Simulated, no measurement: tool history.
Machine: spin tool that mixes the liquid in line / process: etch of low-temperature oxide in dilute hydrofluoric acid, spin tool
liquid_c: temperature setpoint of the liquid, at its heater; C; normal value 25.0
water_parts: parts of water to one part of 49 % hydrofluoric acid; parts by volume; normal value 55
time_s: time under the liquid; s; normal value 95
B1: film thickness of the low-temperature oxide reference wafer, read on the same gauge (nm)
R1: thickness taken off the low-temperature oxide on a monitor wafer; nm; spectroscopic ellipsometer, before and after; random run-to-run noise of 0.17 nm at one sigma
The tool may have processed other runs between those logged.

Run 1, hour 0.0: usual settings; B1 50.00. Result: R1 52.87 nm.
Run 2, hour 35.6: usual settings; B1 49.99. Result: R1 52.83 nm.
Run 3, hour 89.3: usual settings but water_parts 80 parts by volume; B1 50.01. Result: R1 35.24 nm.
Run 4, hour 135.0: usual settings; B1 50.01. Result: R1 52.95 nm.
Run 5, hour 197.1: usual settings but liquid_c 27.5 C; B1 49.99. Result: R1 59.17 nm.
Run 6, hour 229.8: usual settings but liquid_c 28.5 C, water_parts 75 parts by volume; B1 50.00. Result: R1 43.64 nm.
Run 7, hour 270.5: usual settings but liquid_c 21.5 C; B1 49.99. Result: R1 46.09 nm.
Run 8, hour 319.1: usual settings but liquid_c 21.5 C; B1 50.02. Result: R1 46.28 nm.
Run 9, hour 378.8: usual settings; B1 50.01. Result: R1 53.19 nm.
Run 10, hour 442.0: usual settings; B1 50.01. Result: R1 53.29 nm.
Run 11, hour 471.7: usual settings but liquid_c 22.5 C, water_parts 75 parts by volume; B1 49.99. Result: R1 34.57 nm.
Run 12, hour 497.1: usual settings but water_parts 70 parts by volume; B1 49.99. Result: R1 40.97 nm.
At hour 543.3: thermometer replaced.
Run 13, hour 553.5: usual settings; B1 50.01. Result: R1 53.55 nm.
At hour 563.8: gauge calibrated.
Run 14, hour 578.6: usual settings; B1 49.99. Result: R1 53.58 nm.
Run 15, hour 616.9: usual settings but water_parts 35 parts by volume, time_s 50 s; B1 49.98. Result: R1 45.50 nm.
Run 16, hour 678.9: usual settings but liquid_c 29.5 C, water_parts 45 parts by volume, time_s 55 s; B1 50.00. Result: R1 46.35 nm.
Run 17, hour 720.3: usual settings but liquid_c 21.0 C, water_parts 75 parts by volume, time_s 125 s; B1 49.98. Result: R1 43.03 nm.
At hour 757.6: hydrofluoric acid flow meter replaced.
Run 18, hour 924.3: usual settings; B1 50.01. Result: R1 52.75 nm.
Run 19, hour 955.6: usual settings but liquid_c 27.0 C, water_parts 80 parts by volume, time_s 110 s; B1 50.00. Result: R1 44.47 nm.

Branching from run 19: 3 alternative next runs. What would each branch give?
Run A, hour 956.0: usual settings but time_s 140 s; B1 ?. Result: R1 ?.
Run B, hour 956.0: usual settings but liquid_c 23.5 C, water_parts 35 parts by volume, time_s 140 s; B1 ?. Result: R1 ?.
Run C, hour 956.0: usual settings but water_parts 45 parts by volume; B1 ?. Result: R1 ?.

run     B1      R1
  A  50.02   77.99
  B  50.02  118.32
  C  50.02   65.57
With the hidden condition removed and each run's random variation left untouched, the same runs would have given:
run      R1
  A   77.44
  B  117.51
  C   65.11
